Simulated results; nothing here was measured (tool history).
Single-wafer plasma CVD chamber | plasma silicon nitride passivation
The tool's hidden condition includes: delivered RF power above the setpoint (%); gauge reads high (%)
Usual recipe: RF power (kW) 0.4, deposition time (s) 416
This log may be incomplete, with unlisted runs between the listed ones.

run	hour	RF power (kW)	deposition time (s)	wafers since the last listed run	hours since the last RF generator calibration	hours since the showerhead was replaced	hours since the gauge calibration	read-back reference wafer on the same gauge, thickness_nm	mean film thickness on the monitor wafer (nm)
1	0	0.4	416	0	1911	6064.4	43.1	494.197	564.377
2	14.2	0.375	416	40	1925.2	6078.6	57.3	493.757	555.409
3	29.9	0.375	416	44	1940.9	6094.3	73	493.924	555.96
4	41.7	0.4	416	33	1952.7	6106.1	84.8	493.963	566.831
5	47.8	0.38	457	17	1958.8	6112.2	90.9	494.227	614.193
6	64.7	0.38	457	48	1975.7	6129.1	107.8	494.301	611.22
# hour 77.1: gauge calibrated
7	79.9	0.38	457	43	1990.9	6144.3	2.8	493.921	614.918
8	91.8	0.4	416	33	2002.8	6156.2	14.7	494	563.279
9	98.5	0.4	416	19	2009.5	6162.9	21.4	494.159	561.887
10	110.3	0.4	416	33	2021.3	6174.7	33.2	494.092	565.974
11	127.5	0.38	457	49	2038.5	6191.9	50.4	494.157	614.397
12	136.5	0.35	356	25	2047.5	6200.9	59.4	494.164	465.936
13	147.8	0.47	371	32	2058.8	6212.2	70.7	493.65	523.091
# hour 164.2: showerhead replaced
# hour 165.6: RF generator calibrated
14	166.1	0.325	467	25	0.5	1.9	89	494.215	606.618
15	172.1	0.42	441	17	6.5	7.9	95	493.971	607.778
16	181.3	0.475	462	26	15.7	17.1	104.2	494.235	653.267
17	207.3	0.4	389	74	41.7	43.1	130.2	494.191	526.567
# hour 207.9: gauge calibrated
18	224.5	0.4	453	49	58.9	60.3	16.6	494.05	618.316
19	234.7	0.42	441	29	69.1	70.5	26.8	493.924	604.759
20	251	0.465	377	46	85.4	86.8	43.1	494.065	528.203

Hidden state at the last listed run before each entry between runs and at the first one after, where it differs:
Runs 6 to 7: gauge calibrated (hour 77.1)
  the hidden state is the same at both runs
Runs 13 to 14: showerhead replaced (hour 164.2); RF generator calibrated (hour 165.6)
  the hidden state is the same at both runs
Runs 17 to 18: gauge calibrated (hour 207.9)
  the hidden state is the same at both runs

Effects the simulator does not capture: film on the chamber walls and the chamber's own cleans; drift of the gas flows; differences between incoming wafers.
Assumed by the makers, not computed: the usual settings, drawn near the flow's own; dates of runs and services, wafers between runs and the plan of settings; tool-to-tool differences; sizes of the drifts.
